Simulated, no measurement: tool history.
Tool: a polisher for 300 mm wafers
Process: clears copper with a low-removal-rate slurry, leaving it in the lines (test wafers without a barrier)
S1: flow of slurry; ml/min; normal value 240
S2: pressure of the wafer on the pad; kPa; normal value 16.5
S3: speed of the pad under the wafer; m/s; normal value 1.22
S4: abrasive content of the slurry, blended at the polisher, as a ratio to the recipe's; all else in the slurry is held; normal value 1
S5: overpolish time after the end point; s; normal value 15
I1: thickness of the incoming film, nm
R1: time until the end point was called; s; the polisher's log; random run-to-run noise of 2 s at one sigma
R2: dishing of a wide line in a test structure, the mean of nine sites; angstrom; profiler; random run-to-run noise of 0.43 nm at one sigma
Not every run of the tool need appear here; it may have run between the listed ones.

| run | hour | S1 | S2 | S3 | S4 | S5 | I1 | R1 | R2 |
|---|---|---|---|---|---|---|---|---|---|
| 1 | 0 | 185 | 16.5 | 1.22 | 1 | 15 | 319.8 | 117.6 | 309 |
| 2 | 29.3 | 185 | 16.5 | 1.22 | 1 | 15 | 325.3 | 121 | 304 |
| 3 | 54 | 240 | 19.3 | 1.22 | 1 | 15 | 322.5 | 99.2 | 365 |
| 4 | 84.1 | 240 | 19.3 | 1.22 | 1 | 15 | 319.8 | 101 | 341 |
|  | 99.1 | slurry nozzle cleaned |
| 5 | 117.1 | 240 | 16.5 | 1.22 | 1 | 15 | 324.6 | 108.3 | 337 |
|  | 122.1 | slurry blender recalibrated |
|  | 146.5 | worn pad replaced by a new one |
| 6 | 148.6 | 240 | 16.5 | 1.22 | 1 | 15 | 319.8 | 104.8 | 334 |
| 7 | 165.5 | 240 | 16.5 | 1.22 | 1 | 15 | 322.2 | 108.8 | 334 |
| 8 | 196.3 | 240 | 16.5 | 1.22 | 1 | 15 | 320.3 | 106.9 | 339 |
| 9 | 218.3 | 240 | 16.5 | 1.22 | 1 | 15 | 322.8 | 109.7 | 334 |
| 10 | 248.5 | 240 | 16.5 | 1.22 | 1 | 15 | 319.8 | 110.4 | 332 |
| 11 | 261.8 | 240 | 16.5 | 1.32 | 1 | 15 | 321.8 | 101.6 | 354 |
|  | 312.5 | worn pad replaced by a new one |
| 12 | 339.3 | 240 | 16.5 | 1.32 | 1 | 15 | 327.2 | 109.5 | 336 |
| 13 | 353.6 | 240 | 16.5 | 0.96 | 1 | 12 | 325.2 | 152.1 | 211 |
| 14 | 375.6 | 240 | 16.5 | 0.96 | 1 | 12 | 324.6 | 156.7 | 200 |
|  | 380.1 | slurry nozzle cleaned |
|  | 393.5 | head pressure recalibrated |
| 15 | 394.8 | 185 | 11.7 | 1.1 | 0.8 | 15 | 313.5 | 178 | 211 |
| 16 | 412.9 | 160 | 16.5 | 0.96 | 0.9 | 15 | 317.5 | 148.4 | 256 |
| 17 | 444.5 | 240 | 13.1 | 1.22 | 1 | 15 | 325.1 | 140.5 | 267 |
| 18 | 464.6 | 315 | 16.5 | 1.22 | 1 | 15 | 320.2 | 105.7 | 334 |
|  | 476.5 | slurry blender recalibrated |
|  | 489.4 | worn pad replaced by a new one |
| 19 | 493.6 | 240 | 15.2 | 1.22 | 1 | 15 | 321.6 | 121.3 | 312 |
| 20 | 519 | 240 | 16.5 | 1.22 | 1 | 15 | 322.7 | 112 | 330 |
| 21 | 554.2 | 240 | 16.5 | 1.22 | 1 | 15 | 320.8 | 114.9 | 319 |

Forecast run 22:
| 22 | 574 | 240 | 16.5 | 1.22 | 1 | 15 | 319.8 | ? | ? |

R1: 112.7 s
R2: 321 angstrom
Minus the tool's unlogged condition, the same run would have read R1 106.8 s, R2 335 angstrom.
